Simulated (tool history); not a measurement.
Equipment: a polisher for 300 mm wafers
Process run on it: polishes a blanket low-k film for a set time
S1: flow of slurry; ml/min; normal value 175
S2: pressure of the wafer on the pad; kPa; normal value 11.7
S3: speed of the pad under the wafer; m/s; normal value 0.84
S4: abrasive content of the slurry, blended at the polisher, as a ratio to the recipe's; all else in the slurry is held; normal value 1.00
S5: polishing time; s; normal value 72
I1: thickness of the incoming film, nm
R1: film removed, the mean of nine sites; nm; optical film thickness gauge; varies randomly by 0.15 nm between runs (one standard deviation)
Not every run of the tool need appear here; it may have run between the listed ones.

run,day,S1,S2,S3,S4,S5,I1,R1
1,0.000,200,11.7,0.84,1.00,72,350.3,20.3
# day 0.738: worn pad replaced by a new one
2,1.483,200,11.7,0.84,1.00,72,352.3,20.0
3,2.729,200,11.7,0.84,1.00,72,349.0,20.4
4,3.538,175,11.7,0.84,1.00,83,350.0,22.9
# day 3.779: worn pad replaced by a new one
5,4.833,175,11.7,0.70,1.00,72,353.8,17.3
# day 5.596: conditioning disc replaced and pad reconditioned
# day 6.054: head pressure recalibrated
6,6.283,175,11.7,0.70,1.00,72,356.2,17.3
7,7.133,175,11.7,0.70,1.00,72,348.7,17.2
# day 7.683: worn pad replaced by a new one
8,8.229,175,11.7,0.84,1.00,72,357.3,19.9
# day 8.783: slurry nozzle cleaned
9,8.888,175,11.7,0.84,1.00,72,354.4,20.6
# day 10.008: slurry blender recalibrated
10,10.104,175,11.7,1.02,1.00,72,347.1,24.0
# day 11.038: worn pad replaced by a new one
11,11.267,205,9.0,0.84,1.00,72,356.0,16.1
12,12.467,190,9.7,0.92,0.90,72,354.1,17.5
# day 13.471: conditioning disc replaced and pad reconditioned
13,13.758,175,11.7,0.84,1.00,72,351.1,20.5
# day 14.046: worn pad replaced by a new one
14,14.958,235,11.7,0.84,1.25,72,352.2,23.1
15,16.138,175,15.2,1.12,1.10,64,356.0,30.6
# day 17.117: worn pad replaced by a new one
16,17.333,175,15.2,0.84,1.00,86,348.6,31.5

Each row is a separate what-if for the run after 16, all from the same tool condition, not one after another. Results?
A,17.350,175,11.7,0.84,1.00,72,349.8,?
B,17.350,195,11.7,0.84,1.00,72,349.8,?
C,17.350,175,11.7,0.92,0.80,65,349.8,?

run,R1
A,20.6
B,20.8
C,18.2
Without the tool's unlogged condition, the same runs would have read:
run,R1
A,21.0
B,21.2
C,18.5

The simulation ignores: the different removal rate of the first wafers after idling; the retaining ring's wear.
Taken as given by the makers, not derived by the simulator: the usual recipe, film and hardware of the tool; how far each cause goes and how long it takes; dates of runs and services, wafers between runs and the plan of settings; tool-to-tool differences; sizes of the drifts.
